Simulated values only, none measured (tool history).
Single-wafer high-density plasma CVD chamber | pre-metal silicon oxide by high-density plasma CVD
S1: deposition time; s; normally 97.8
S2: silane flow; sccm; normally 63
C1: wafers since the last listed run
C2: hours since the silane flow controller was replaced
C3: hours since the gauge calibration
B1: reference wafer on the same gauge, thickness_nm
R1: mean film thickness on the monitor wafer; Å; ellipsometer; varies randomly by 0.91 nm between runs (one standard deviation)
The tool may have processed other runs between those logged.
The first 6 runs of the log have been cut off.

Run 7, hour 79.1: usual settings but S1 109.6 s; C1 197; C2 5345.5; C3 224.6; B1 721.293. Result: R1 6467.35 Å.
Run 8, hour 91.7: usual settings; C1 137; C2 5358.1; C3 237.2; B1 720.624. Result: R1 5758.25 Å.
Run 9, hour 107.7: usual settings; C1 174; C2 5374.1; C3 253.2; B1 721.218. Result: R1 5776.62 Å.
Run 10, hour 124.6: usual settings; C1 184; C2 5391; C3 270.1; B1 720.68. Result: R1 5774.06 Å.
Run 11, hour 133: usual settings; C1 91; C2 5399.4; C3 278.5; B1 720.564. Result: R1 5756.77 Å.
Run 12, hour 139.7: usual settings; C1 72; C2 5406.1; C3 285.2; B1 721.199. Result: R1 5775.02 Å.
Run 13, hour 155: usual settings but S1 104.3 s; C1 166; C2 5421.4; C3 300.5; B1 720.915. Result: R1 6148.79 Å.
Run 14, hour 169.2: usual settings; C1 154; C2 5435.6; C3 314.7; B1 720.811. Result: R1 5768.98 Å.
Run 15, hour 179.8: usual settings; C1 115; C2 5446.2; C3 325.3; B1 721.269. Result: R1 5751.59 Å.
Run 16, hour 186.2: usual settings but S1 84.4 s; C1 69; C2 5452.6; C3 331.7; B1 721.121. Result: R1 4982.41 Å.
At hour 202.3: silane flow controller replaced.
Run 17, hour 202.8: usual settings but S1 116 s, S2 75 sccm; C1 93; C2 0.5; C3 348.3; B1 721.02. Result: R1 8619.23 Å.
Run 18, hour 208.2: usual settings but S1 109.6 s, S2 59 sccm; C1 58; C2 5.9; C3 353.7; B1 720.766. Result: R1 6383.14 Å.
Run 19, hour 219.7: usual settings; C1 125; C2 17.4; C3 365.2; B1 720.865. Result: R1 6095.79 Å.
At hour 265.4: gauge calibrated.
Run 20, hour 268.4: usual settings; C1 530; C2 66.1; C3 3; B1 721.405. Result: R1 6082.63 Å.

Run 21 comes next. What will it give?
Run 21, hour 277.4: usual settings; C1 98; C2 75.1; C3 12; B1 ?. Result: R1 ?.

B1: 720.894
R1: 6077.41 Å
If the tool had no hidden condition, the same run with the same run-to-run variation would have returned R1 6095.76 Å.
